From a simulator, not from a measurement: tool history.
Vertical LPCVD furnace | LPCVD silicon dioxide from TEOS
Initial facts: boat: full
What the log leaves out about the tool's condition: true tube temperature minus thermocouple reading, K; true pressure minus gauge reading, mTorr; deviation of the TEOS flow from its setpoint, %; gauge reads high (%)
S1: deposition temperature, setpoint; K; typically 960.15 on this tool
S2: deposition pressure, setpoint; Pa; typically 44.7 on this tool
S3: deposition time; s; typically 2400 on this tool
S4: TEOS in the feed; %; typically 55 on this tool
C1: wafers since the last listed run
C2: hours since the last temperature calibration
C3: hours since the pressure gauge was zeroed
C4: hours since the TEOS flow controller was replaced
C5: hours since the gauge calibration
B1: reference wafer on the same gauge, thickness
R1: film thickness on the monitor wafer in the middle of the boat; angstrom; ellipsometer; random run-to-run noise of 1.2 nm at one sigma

{"run": 1, "day": 0.0, "S1": 960.15, "S2": 44.7, "S3": 2400, "S4": 62, "C1": 0, "C2": 3633.4, "C3": 2274.4, "C4": 6823.5, "C5": 599.2, "B1": 168.17, "R1": 2257.3}
{"run": 2, "day": 1.012, "S1": 960.15, "S2": 44.7, "S3": 1950, "S4": 55, "C1": 315, "C2": 3657.7, "C3": 2298.7, "C4": 6847.8, "C5": 623.5, "B1": 168.03, "R1": 1723.3}
{"day": 2.371, "done": "thermocouples replaced and temperature profile calibrated"}
{"run": 3, "day": 2.392, "S1": 960.15, "S2": 44.7, "S3": 1950, "S4": 55, "C1": 118, "C2": 0.5, "C3": 2331.8, "C4": 6880.9, "C5": 656.6, "B1": 167.89, "R1": 1829.6}
{"day": 3.642, "done": "TEOS flow controller replaced"}
{"run": 4, "day": 3.662, "S1": 960.15, "S2": 44.7, "S3": 1950, "S4": 55, "C1": 84, "C2": 31, "C3": 2362.3, "C4": 0.5, "C5": 687.1, "B1": 168.22, "R1": 1822.6}
{"run": 5, "day": 4.383, "S1": 960.15, "S2": 44.7, "S3": 2400, "S4": 55, "C1": 224, "C2": 48.3, "C3": 2379.6, "C4": 17.8, "C5": 704.4, "B1": 168.06, "R1": 2235.4}
{"run": 6, "day": 5.7, "S1": 960.15, "S2": 44.7, "S3": 2400, "S4": 55, "C1": 410, "C2": 79.9, "C3": 2411.2, "C4": 49.4, "C5": 736, "B1": 168.2, "R1": 2225.9}
{"run": 7, "day": 6.404, "S1": 956.15, "S2": 41.3, "S3": 2820, "S4": 46, "C1": 219, "C2": 96.8, "C3": 2428.1, "C4": 66.3, "C5": 752.9, "B1": 168.12, "R1": 2106.2}
{"run": 8, "day": 7.108, "S1": 960.15, "S2": 44.7, "S3": 2400, "S4": 55, "C1": 219, "C2": 113.7, "C3": 2445, "C4": 83.2, "C5": 769.8, "B1": 167.98, "R1": 2242.3}
{"run": 9, "day": 8.517, "S1": 960.15, "S2": 44.7, "S3": 2760, "S4": 55, "C1": 438, "C2": 147.5, "C3": 2478.8, "C4": 117, "C5": 803.6, "B1": 167.92, "R1": 2589.2}
{"run": 10, "day": 9.892, "S1": 960.15, "S2": 38, "S3": 2400, "S4": 55, "C1": 428, "C2": 180.5, "C3": 2511.8, "C4": 150, "C5": 836.6, "B1": 167.97, "R1": 2079.3}
{"run": 11, "day": 10.942, "S1": 960.15, "S2": 44.7, "S3": 2400, "S4": 55, "C1": 326, "C2": 205.7, "C3": 2537, "C4": 175.2, "C5": 861.8, "B1": 167.75, "R1": 2246.2}
{"run": 12, "day": 11.521, "S1": 960.15, "S2": 44.7, "S3": 2400, "S4": 63, "C1": 180, "C2": 219.6, "C3": 2550.9, "C4": 189.1, "C5": 875.7, "B1": 168.04, "R1": 2383.8}
{"day": 12.788, "done": "pressure gauge zeroed"}
{"run": 13, "day": 12.875, "S1": 960.15, "S2": 44.7, "S3": 1710, "S4": 50, "C1": 110, "C2": 252.1, "C3": 2.1, "C4": 221.6, "C5": 908.2, "B1": 167.62, "R1": 1529.1}
{"run": 14, "day": 13.55, "S1": 949.15, "S2": 48, "S3": 1980, "S4": 60, "C1": 210, "C2": 268.3, "C3": 18.3, "C4": 237.8, "C5": 924.4, "B1": 168.12, "R1": 1552.6}
{"day": 14.596, "done": "thermocouples replaced and temperature profile calibrated, repeated, since the last time left the tool worse"}
{"run": 15, "day": 15.967, "S1": 966.15, "S2": 44.7, "S3": 2670, "S4": 52, "C1": 441, "C2": 32.9, "C3": 76.3, "C4": 295.8, "C5": 982.4, "B1": 168.1, "R1": 2477}
{"run": 16, "day": 17.242, "S1": 960.15, "S2": 44.7, "S3": 2400, "S4": 55, "C1": 397, "C2": 63.5, "C3": 106.9, "C4": 326.4, "C5": 1013, "B1": 167.85, "R1": 2014.2}
{"run": 17, "day": 17.929, "S1": 960.15, "S2": 44.7, "S3": 2400, "S4": 55, "C1": 214, "C2": 80, "C3": 123.4, "C4": 342.9, "C5": 1029.5, "B1": 168.11, "R1": 1999.8}
{"run": 18, "day": 19.775, "S1": 960.15, "S2": 36.7, "S3": 2670, "S4": 55, "C1": 574, "C2": 124.3, "C3": 167.7, "C4": 387.2, "C5": 1073.8, "B1": 168.21, "R1": 2012.6}
{"run": 19, "day": 20.592, "S1": 955.15, "S2": 44.7, "S3": 2400, "S4": 55, "C1": 254, "C2": 143.9, "C3": 187.3, "C4": 406.8, "C5": 1093.4, "B1": 167.83, "R1": 1776.1}
{"day": 22.421, "done": "gauge calibrated"}
{"run": 20, "day": 22.438, "S1": 960.15, "S2": 44.7, "S3": 1950, "S4": 55, "C1": 574, "C2": 188.2, "C3": 231.6, "C4": 451.1, "C5": 0.4, "B1": 167.72, "R1": 1642.2}
{"run": 21, "day": 23.775, "S1": 972.15, "S2": 54, "S3": 2130, "S4": 55, "C1": 416, "C2": 220.3, "C3": 263.7, "C4": 483.2, "C5": 32.5, "B1": 168.42, "R1": 2581.5}
{"run": 22, "day": 25.138, "S1": 960.15, "S2": 44.7, "S3": 2400, "S4": 52, "C1": 424, "C2": 253, "C3": 296.4, "C4": 515.9, "C5": 65.2, "B1": 168.07, "R1": 1959}
{"run": 23, "day": 26.867, "S1": 967.15, "S2": 34, "S3": 2730, "S4": 63, "C1": 538, "C2": 294.5, "C3": 337.9, "C4": 557.4, "C5": 106.7, "B1": 167.82, "R1": 2513.7}
{"run": 24, "day": 27.908, "S1": 960.15, "S2": 52, "S3": 2400, "S4": 55, "C1": 324, "C2": 319.5, "C3": 362.9, "C4": 582.4, "C5": 131.7, "B1": 168.03, "R1": 2179.3}
{"run": 25, "day": 28.604, "S1": 960.15, "S2": 44.7, "S3": 2400, "S4": 55, "C1": 216, "C2": 336.2, "C3": 379.6, "C4": 599.1, "C5": 148.4, "B1": 168.27, "R1": 1996.5}
{"run": 26, "day": 29.925, "S1": 951.15, "S2": 49.3, "S3": 3000, "S4": 63, "C1": 411, "C2": 367.9, "C3": 411.3, "C4": 630.8, "C5": 180.1, "B1": 167.96, "R1": 2286.7}
{"run": 27, "day": 30.754, "S1": 960.15, "S2": 44.7, "S3": 2400, "S4": 49, "C1": 258, "C2": 387.8, "C3": 431.2, "C4": 650.7, "C5": 200, "B1": 167.91, "R1": 1883.4}
{"run": 28, "day": 31.267, "S1": 960.15, "S2": 41.3, "S3": 2400, "S4": 55, "C1": 159, "C2": 400.1, "C3": 443.5, "C4": 663, "C5": 212.3, "B1": 167.86, "R1": 1932}
{"run": 29, "day": 31.792, "S1": 960.15, "S2": 44.7, "S3": 3270, "S4": 55, "C1": 163, "C2": 412.7, "C3": 456.1, "C4": 675.6, "C5": 224.9, "B1": 167.93, "R1": 2724.2}
{"run": 30, "day": 32.425, "S1": 960.15, "S2": 44.7, "S3": 3000, "S4": 55, "C1": 197, "C2": 427.9, "C3": 471.3, "C4": 690.8, "C5": 240.1, "B1": 167.55, "R1": 2514.8}
{"run": 31, "day": 34.946, "S1": 960.15, "S2": 44.7, "S3": 2400, "S4": 55, "C1": 785, "C2": 488.4, "C3": 531.8, "C4": 751.3, "C5": 300.6, "B1": 168.07, "R1": 2016.8}

Give the tool's hidden conditions for every run:
true pressure minus gauge reading, mTorr: 0 at every run
deviation of the TEOS flow from its setpoint, %: 0 at every run
gauge reads high (%): 0 at every run
H1: true tube temperature minus thermocouple reading, K
run=1 H1=2.69
run=2 H1=2.71
run=3 H1=4.99
run=4 H1=5.01
run=5 H1=5.03
run=6 H1=5.05
run=7 H1=5.06
run=8 H1=5.07
run=9 H1=5.1
run=10 H1=5.12
run=11 H1=5.14
run=12 H1=5.15
run=13 H1=5.17
run=14 H1=5.19
run=15 H1=0.139
run=16 H1=0.161
run=17 H1=0.173
run=18 H1=0.205
run=19 H1=0.22
run=20 H1=0.252
run=21 H1=0.275
run=22 H1=0.299
run=23 H1=0.329
run=24 H1=0.347
run=25 H1=0.359
run=26 H1=0.382
run=27 H1=0.397
run=28 H1=0.406
run=29 H1=0.415
run=30 H1=0.426
run=31 H1=0.47
